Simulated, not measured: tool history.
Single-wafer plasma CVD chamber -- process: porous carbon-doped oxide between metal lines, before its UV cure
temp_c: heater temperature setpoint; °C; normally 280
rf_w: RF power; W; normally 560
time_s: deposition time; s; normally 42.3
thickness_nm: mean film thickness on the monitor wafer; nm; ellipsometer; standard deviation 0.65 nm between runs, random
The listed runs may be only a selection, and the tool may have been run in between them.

run,day,temp_c,rf_w,time_s,"read-back reference wafer on the same gauge, thickness_nm",thickness_nm
1,0.000,280,560,42.3,354.075,303.365
2,2.158,280,535,42.3,354.018,296.134
3,5.088,280,535,42.3,353.978,296.264
4,7.942,280,535,42.3,354.049,296.002
5,9.204,280,560,42.3,353.926,301.110
6,11.008,280,515,46.7,354.007,320.471
7,12.367,280,560,42.3,354.111,300.901
8,14.446,280,560,42.3,354.074,300.850
# day 15.088: RF generator calibrated
9,16.517,280,505,46.3,354.026,310.764
10,18.679,280,505,46.3,354.090,311.033
11,19.842,280,505,46.3,354.135,311.545
12,22.008,280,560,42.3,353.999,299.086
13,23.542,280,560,42.3,353.995,299.231
# day 23.904: RF generator calibrated, repeated, since the last time left the tool worse
# day 24.050: gauge calibrated
14,24.662,280,560,42.3,354.163,303.268
15,26.075,265,560,49.7,353.912,388.058
# day 30.054: showerhead replaced
16,34.183,268,495,44.7,354.065,325.627
17,35.879,275,520,42.3,353.955,302.866
18,37.629,280,560,42.3,354.107,305.286
19,39.017,285,515,47.4,354.205,318.078
20,40.871,280,560,42.3,354.108,305.043
21,43.062,288,645,46.1,354.104,337.278
22,45.554,286,560,50.2,354.029,346.880
# day 47.225: thermocouple changed; heater temperature recalibrated
23,48.204,280,560,42.3,354.106,302.730
24,50.404,290,590,50.0,354.128,345.595
25,52.667,280,560,42.3,354.200,302.753
# day 57.988: RF generator calibrated
26,58.008,268,455,44.7,353.931,312.740
27,59.162,280,560,42.3,353.941,304.115
28,61.508,280,560,42.3,353.873,304.399
29,63.550,280,560,40.2,353.969,290.904

Branching from run 29: 5 alternative next runs. What would each branch give?
A,63.567,280,560,42.3,?,?
B,63.567,269,590,34.3,?,?
C,63.567,280,470,40.1,?,?
D,63.567,288,560,50.7,?,?
E,63.567,285,520,42.3,?,?

run,"read-back reference wafer on the same gauge, thickness_nm",thickness_nm
A,353.950,304.347
B,353.950,270.531
C,353.950,267.179
D,353.950,347.706
E,353.950,286.322
Without the tool's hidden state the same runs would have given:
run,thickness_nm
A,304.616
B,270.770
C,267.424
D,348.013
E,286.581
